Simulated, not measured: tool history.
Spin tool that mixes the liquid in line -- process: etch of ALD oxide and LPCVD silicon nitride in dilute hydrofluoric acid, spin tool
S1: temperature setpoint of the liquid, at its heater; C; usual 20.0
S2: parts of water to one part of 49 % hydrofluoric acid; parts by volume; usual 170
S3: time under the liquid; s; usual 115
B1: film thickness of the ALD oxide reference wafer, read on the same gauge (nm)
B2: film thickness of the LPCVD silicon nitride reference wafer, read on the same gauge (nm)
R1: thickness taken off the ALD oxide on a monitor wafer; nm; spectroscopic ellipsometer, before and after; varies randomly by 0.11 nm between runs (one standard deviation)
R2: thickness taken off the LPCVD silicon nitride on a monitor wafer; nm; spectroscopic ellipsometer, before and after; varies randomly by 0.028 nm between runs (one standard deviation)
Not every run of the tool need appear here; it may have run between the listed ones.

{"run": 1, "hour": 0.0, "S1": 20.0, "S2": 170, "S3": 115, "B1": 150.01, "B2": 40.005, "R1": 13.67, "R2": 0.255}
{"run": 2, "hour": 61.6, "S1": 20.0, "S2": 170, "S3": 115, "B1": 150.0, "B2": 40.014, "R1": 13.62, "R2": 0.281}
{"run": 3, "hour": 127.7, "S1": 20.0, "S2": 170, "S3": 115, "B1": 149.99, "B2": 40.01, "R1": 13.58, "R2": 0.22}
{"run": 4, "hour": 154.6, "S1": 20.0, "S2": 170, "S3": 115, "B1": 149.98, "B2": 40.008, "R1": 13.58, "R2": 0.228}
{"run": 5, "hour": 218.2, "S1": 20.0, "S2": 170, "S3": 115, "B1": 149.99, "B2": 40.007, "R1": 13.67, "R2": 0.223}
{"run": 6, "hour": 282.6, "S1": 22.0, "S2": 235, "S3": 115, "B1": 150.01, "B2": 39.986, "R1": 9.79, "R2": 0.193}
{"run": 7, "hour": 326.2, "S1": 18.5, "S2": 100, "S3": 135, "B1": 150.0, "B2": 39.99, "R1": 27.25, "R2": 0.495}
{"run": 8, "hour": 383.5, "S1": 17.0, "S2": 95, "S3": 135, "B1": 149.98, "B2": 39.988, "R1": 26.71, "R2": 0.385}
{"run": 9, "hour": 411.5, "S1": 17.0, "S2": 140, "S3": 45, "B1": 149.99, "B2": 39.996, "R1": 5.72, "R2": 0.09}
{"run": 10, "hour": 441.3, "S1": 25.0, "S2": 170, "S3": 90, "B1": 150.0, "B2": 40.016, "R1": 12.75, "R2": 0.27}
{"run": 11, "hour": 498.4, "S1": 20.0, "S2": 170, "S3": 115, "B1": 150.0, "B2": 39.998, "R1": 13.44, "R2": 0.265}
{"run": 12, "hour": 543.9, "S1": 20.0, "S2": 200, "S3": 115, "B1": 150.01, "B2": 39.996, "R1": 11.06, "R2": 0.216}
{"run": 13, "hour": 591.1, "S1": 20.0, "S2": 170, "S3": 165, "B1": 150.01, "B2": 39.975, "R1": 18.77, "R2": 0.327}
{"run": 14, "hour": 644.8, "S1": 20.0, "S2": 170, "S3": 115, "B1": 150.0, "B2": 39.987, "R1": 13.11, "R2": 0.233}
{"hour": 645.8, "done": "gauge calibrated"}
{"run": 15, "hour": 681.4, "S1": 20.0, "S2": 170, "S3": 115, "B1": 149.99, "B2": 39.978, "R1": 13.16, "R2": 0.27}
{"hour": 707.9, "done": "thermometer replaced"}
{"run": 16, "hour": 746.5, "S1": 18.0, "S2": 170, "S3": 115, "B1": 150.01, "B2": 39.989, "R1": 12.91, "R2": 0.218}
{"hour": 785.9, "done": "hydrofluoric acid flow meter replaced"}
{"run": 17, "hour": 793.1, "S1": 25.0, "S2": 250, "S3": 135, "B1": 149.98, "B2": 39.997, "R1": 12.29, "R2": 0.24}
{"run": 18, "hour": 852.2, "S1": 21.5, "S2": 170, "S3": 115, "B1": 150.04, "B2": 40.001, "R1": 14.96, "R2": 0.303}
{"run": 19, "hour": 916.4, "S1": 20.0, "S2": 170, "S3": 115, "B1": 150.04, "B2": 40.01, "R1": 14.1, "R2": 0.233}
{"run": 20, "hour": 970.8, "S1": 17.5, "S2": 230, "S3": 95, "B1": 149.99, "B2": 40.013, "R1": 7.24, "R2": 0.108}
{"run": 21, "hour": 1000.6, "S1": 21.5, "S2": 170, "S3": 45, "B1": 150.02, "B2": 40.01, "R1": 5.84, "R2": 0.122}
{"run": 22, "hour": 1050.7, "S1": 20.0, "S2": 170, "S3": 115, "B1": 150.04, "B2": 39.981, "R1": 13.93, "R2": 0.236}
{"run": 23, "hour": 1087.9, "S1": 20.0, "S2": 210, "S3": 85, "B1": 150.01, "B2": 40.002, "R1": 7.96, "R2": 0.169}
{"run": 24, "hour": 1129.2, "S1": 20.0, "S2": 235, "S3": 45, "B1": 149.96, "B2": 40.02, "R1": 3.69, "R2": 0.069}
{"run": 25, "hour": 1193.7, "S1": 20.0, "S2": 170, "S3": 55, "B1": 150.0, "B2": 39.983, "R1": 6.55, "R2": 0.127}

Hidden state, per run?
hydrofluoric acid flow below the setpoint (%): 0 on each run
gauge reads high (%): 0 on each run
H1: liquid colder than its thermometer reads (K)
run=1 H1=0.994
run=2 H1=1.07
run=3 H1=1.15
run=4 H1=1.18
run=5 H1=1.26
run=6 H1=1.34
run=7 H1=1.39
run=8 H1=1.46
run=9 H1=1.49
run=10 H1=1.53
run=11 H1=1.6
run=12 H1=1.65
run=13 H1=1.71
run=14 H1=1.77
run=15 H1=1.82
run=16 H1=0.318
run=17 H1=0.374
run=18 H1=0.446
run=19 H1=0.523
run=20 H1=0.589
run=21 H1=0.625
run=22 H1=0.685
run=23 H1=0.73
run=24 H1=0.78
run=25 H1=0.858
